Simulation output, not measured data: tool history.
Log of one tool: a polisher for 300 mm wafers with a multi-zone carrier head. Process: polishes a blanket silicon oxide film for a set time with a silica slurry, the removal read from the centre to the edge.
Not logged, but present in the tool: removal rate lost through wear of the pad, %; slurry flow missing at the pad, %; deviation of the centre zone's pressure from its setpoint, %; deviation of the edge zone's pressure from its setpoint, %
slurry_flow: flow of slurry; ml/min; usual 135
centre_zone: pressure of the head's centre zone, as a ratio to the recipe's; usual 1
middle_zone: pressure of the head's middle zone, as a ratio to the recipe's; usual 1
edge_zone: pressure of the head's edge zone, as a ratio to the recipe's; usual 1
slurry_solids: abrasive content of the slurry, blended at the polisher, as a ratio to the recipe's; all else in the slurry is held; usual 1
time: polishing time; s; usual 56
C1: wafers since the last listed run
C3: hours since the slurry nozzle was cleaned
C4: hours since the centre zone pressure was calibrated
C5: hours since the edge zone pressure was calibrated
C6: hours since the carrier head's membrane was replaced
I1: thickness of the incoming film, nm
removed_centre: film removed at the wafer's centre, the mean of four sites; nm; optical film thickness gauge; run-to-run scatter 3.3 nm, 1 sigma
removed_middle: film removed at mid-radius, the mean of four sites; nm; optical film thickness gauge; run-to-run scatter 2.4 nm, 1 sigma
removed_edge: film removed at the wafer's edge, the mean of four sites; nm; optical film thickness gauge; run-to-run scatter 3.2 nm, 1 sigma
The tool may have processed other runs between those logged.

Run 1, hour 0: usual settings but slurry_solids 1.1; C1 0; wafers polished on this pad 2586; C3 345.4; C4 858.4; C5 197.5; C6 1296.3; I1 1547.6. Result: removed_centre 305.2 nm, removed_middle 313.8 nm, removed_edge 309.7 nm.
At hour 32.7: worn pad replaced by a new one.
Run 2, hour 33.2: usual settings but slurry_solids 1.1; C1 385; wafers polished on this pad 6; C3 378.6; C4 891.6; C5 230.7; C6 1329.5; I1 1529.4. Result: removed_centre 302.4 nm, removed_middle 309.1 nm, removed_edge 311.8 nm.
Run 3, hour 60.8: usual settings; C1 363; wafers polished on this pad 370; C3 406.2; C4 919.2; C5 258.3; C6 1357.1; I1 1540.7. Result: removed_centre 290.4 nm, removed_middle 294.7 nm, removed_edge 297.9 nm.
Run 4, hour 125.1: usual settings; C1 847; wafers polished on this pad 1218; C3 470.5; C4 983.5; C5 322.6; C6 1421.4; I1 1535.6. Result: removed_centre 281.2 nm, removed_middle 288.6 nm, removed_edge 292.8 nm.
Run 5, hour 189.9: usual settings; C1 854; wafers polished on this pad 2073; C3 535.3; C4 1048.3; C5 387.4; C6 1486.2; I1 1537. Result: removed_centre 269.3 nm, removed_middle 282.4 nm, removed_edge 287.7 nm.
At hour 271.9: worn pad replaced by a new one.
At hour 312.9: slurry nozzle cleaned.
Run 6, hour 360.1: usual settings; C1 2178; wafers polished on this pad 1150; C3 47.2; C4 1218.5; C5 557.6; C6 1656.4; I1 1545.8. Result: removed_centre 299.9 nm, removed_middle 310.2 nm, removed_edge 306.2 nm.
Run 7, hour 387.7: usual settings; C1 363; wafers polished on this pad 1514; C3 74.8; C4 1246.1; C5 585.2; C6 1684; I1 1517.2. Result: removed_centre 297.5 nm, removed_middle 306.4 nm, removed_edge 304.7 nm.
Run 8, hour 421: usual settings but middle_zone 0.97; C1 439; wafers polished on this pad 1953; C3 108.1; C4 1279.4; C5 618.5; C6 1717.3; I1 1498.3. Result: removed_centre 300.7 nm, removed_middle 298.8 nm, removed_edge 307.8 nm.
At hour 462.9: carrier head's membrane replaced by a new one.
Run 9, hour 469.4: usual settings but middle_zone 0.97; C1 572; wafers polished on this pad 2525; C3 156.5; C4 1327.8; C5 666.9; C6 6.5; I1 1546.2. Result: removed_centre 297.4 nm, removed_middle 295 nm, removed_edge 304.8 nm.
At hour 511.3: worn pad replaced by a new one.
Run 10, hour 517.4: usual settings; C1 580; wafers polished on this pad 80; C3 204.5; C4 1375.8; C5 714.9; C6 54.5; I1 1555.2. Result: removed_centre 296.9 nm, removed_middle 303.2 nm, removed_edge 303.9 nm.
At hour 527.7: centre zone pressure recalibrated.
Run 11, hour 562.9: usual settings; C1 573; wafers polished on this pad 654; C3 250; C4 35.2; C5 760.4; C6 100; I1 1547.2. Result: removed_centre 298.8 nm, removed_middle 302.5 nm, removed_edge 299.2 nm.
Run 12, hour 629.3: usual settings but middle_zone 1.12, slurry_solids 1.25, time 44 s; C1 875; wafers polished on this pad 1530; C3 316.4; C4 101.6; C5 826.8; C6 166.4; I1 1533.4. Result: removed_centre 251.6 nm, removed_middle 285.2 nm, removed_edge 260.9 nm.
At hour 667: edge zone pressure recalibrated.
Run 13, hour 681.7: usual settings but edge_zone 0.92; C1 664; wafers polished on this pad 2194; C3 368.8; C4 154; C5 14.7; C6 218.8; I1 1511.1. Result: removed_centre 289 nm, removed_middle 294.2 nm, removed_edge 288.2 nm.
Run 14, hour 729.4: usual settings; C1 629; wafers polished on this pad 2823; C3 416.5; C4 201.7; C5 62.4; C6 266.5; I1 1537.8. Result: removed_centre 281.7 nm, removed_middle 290.9 nm, removed_edge 297 nm.
At hour 735.4: worn pad replaced by a new one.
Run 15, hour 754: usual settings but slurry_flow 165 ml/min, middle_zone 1.07, slurry_solids 0.75; C1 271; wafers polished on this pad 245; C3 441.1; C4 226.3; C5 87; C6 291.1; I1 1500. Result: removed_centre 259.3 nm, removed_middle 280.5 nm, removed_edge 264 nm.
Run 16, hour 803: usual settings; C1 646; wafers polished on this pad 892; C3 490.1; C4 275.3; C5 136; C6 340.1; I1 1522. Result: removed_centre 272.3 nm, removed_middle 286.1 nm, removed_edge 287.5 nm.

What will run 17 give?
At hour 838.7: slurry nozzle cleaned.
Run 17, hour 860.9: usual settings but slurry_flow 175 ml/min, time 73 s; C1 750; wafers polished on this pad 1642; C3 22.2; C4 333.2; C5 193.9; C6 398; I1 1547. Result: removed_centre ?, removed_middle ?, removed_edge ?.

{"run 17": {"removed_centre": 421.1, "removed_middle": 420.1, "removed_edge": 409.7}}
Had the tool carried no hidden state, the very same run would have given removed_centre 422.2 nm, removed_middle 421.1 nm, removed_edge 410.4 nm.

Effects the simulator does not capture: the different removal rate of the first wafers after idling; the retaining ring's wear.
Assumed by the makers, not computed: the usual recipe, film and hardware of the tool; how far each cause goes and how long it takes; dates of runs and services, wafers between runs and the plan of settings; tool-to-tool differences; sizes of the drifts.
